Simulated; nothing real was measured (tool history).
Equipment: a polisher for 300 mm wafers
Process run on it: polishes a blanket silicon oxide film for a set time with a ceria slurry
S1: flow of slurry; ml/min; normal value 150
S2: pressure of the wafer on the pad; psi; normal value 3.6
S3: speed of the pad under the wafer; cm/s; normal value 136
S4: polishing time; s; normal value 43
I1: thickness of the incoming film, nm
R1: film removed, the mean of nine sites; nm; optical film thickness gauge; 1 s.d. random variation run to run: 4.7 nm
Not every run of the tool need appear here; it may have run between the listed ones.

run,hour,S1,S2,S3,S4,I1,R1
1,0,150,3.6,136,43,1805.9,313
2,30.7,150,3.6,136,43,1808.2,300.3
# hour 38.3: slurry nozzle cleaned
3,86.4,150,3.6,136,43,1810.3,300.4
4,152.9,150,3.6,136,43,1815.7,283.8
5,204.9,150,3.6,136,43,1812.7,283.2
6,268.5,150,3.6,136,43,1831.1,275.2
7,320,150,3.6,136,43,1813.4,281.6
8,351,150,3.6,170,43,1802.7,347.8
# hour 399.5: slurry nozzle cleaned
9,422.6,150,3.6,136,43,1782.8,277.5
# hour 428.5: worn pad replaced by a new one
10,485.2,150,3.6,136,43,1788.5,300.8
# hour 546.9: head pressure recalibrated
11,555.7,150,3.6,136,43,1772.8,289.7
12,580.4,150,3.6,136,43,1798.3,295.4
13,621.7,150,3.6,136,43,1813.9,287.1
14,681.1,150,3.6,136,43,1785.9,281.9
15,736,150,3.6,136,43,1778.8,287.5
# hour 754.8: slurry nozzle cleaned
16,768.9,150,3,136,43,1781.1,235.2
# hour 836.4: worn pad replaced by a new one
17,940.8,150,3.6,136,43,1813.3,294.7
18,993.3,150,3.6,136,43,1789.9,294.7
19,1032.2,150,3.6,100,38,1803.3,183.7
20,1103.2,150,3.6,136,43,1779.1,283.6
# hour 1135.6: slurry nozzle cleaned
21,1155,150,3.6,136,52,1834.8,340.2
# hour 1179: worn pad replaced by a new one
22,1218.3,150,3.6,176,48,1780.2,450.4
23,1268.1,150,3.6,104,43,1805.5,228.4
# hour 1272.5: head pressure recalibrated
24,1305.7,125,3.2,136,58,1791.8,348
25,1347.5,150,3.6,116,43,1797,245.9
26,1381,150,3.6,136,43,1788.1,288.5
27,1422.2,150,3.6,136,43,1792.2,282.8
28,1449,150,3.6,136,43,1785.9,286.2
29,1500.6,110,2.4,160,43,1791.5,209.2
# hour 1530: slurry nozzle cleaned
30,1539,150,3.6,110,43,1813.2,226.4
# hour 1575.6: worn pad replaced by a new one
31,1592.2,150,2.7,136,30,1800.5,164.4
32,1628.7,150,3.6,180,43,1814.3,414.2
33,1659,150,3.6,136,30,1792.4,211.4
34,1701.2,150,3.6,136,43,1784,293.1
35,1758.8,200,3.6,136,43,1795,305.4
36,1788.4,150,3.6,136,43,1794.7,285

What the log doesn't show, run by run:
slurry flow missing at the pad, %: 0 in every run
deviation of the head's pressure from its setpoint, %: 0 in every run
H1: removal rate lost through wear of the pad, %
run,H1
1,2.54
2,4.64
3,7.38
4,9.43
5,10.4
6,11.2
7,11.6
8,11.8
9,12.1
10,4.23
11,7.28
12,8.01
13,8.96
14,9.89
15,10.4
16,10.7
17,7
18,8.67
19,9.54
20,10.6
21,11.1
22,3.46
23,6.12
24,7.54
25,8.71
26,9.41
27,10.1
28,10.4
29,10.8
30,11.1
31,2.12
32,4.55
33,6.11
34,7.75
35,9.28
36,9.84

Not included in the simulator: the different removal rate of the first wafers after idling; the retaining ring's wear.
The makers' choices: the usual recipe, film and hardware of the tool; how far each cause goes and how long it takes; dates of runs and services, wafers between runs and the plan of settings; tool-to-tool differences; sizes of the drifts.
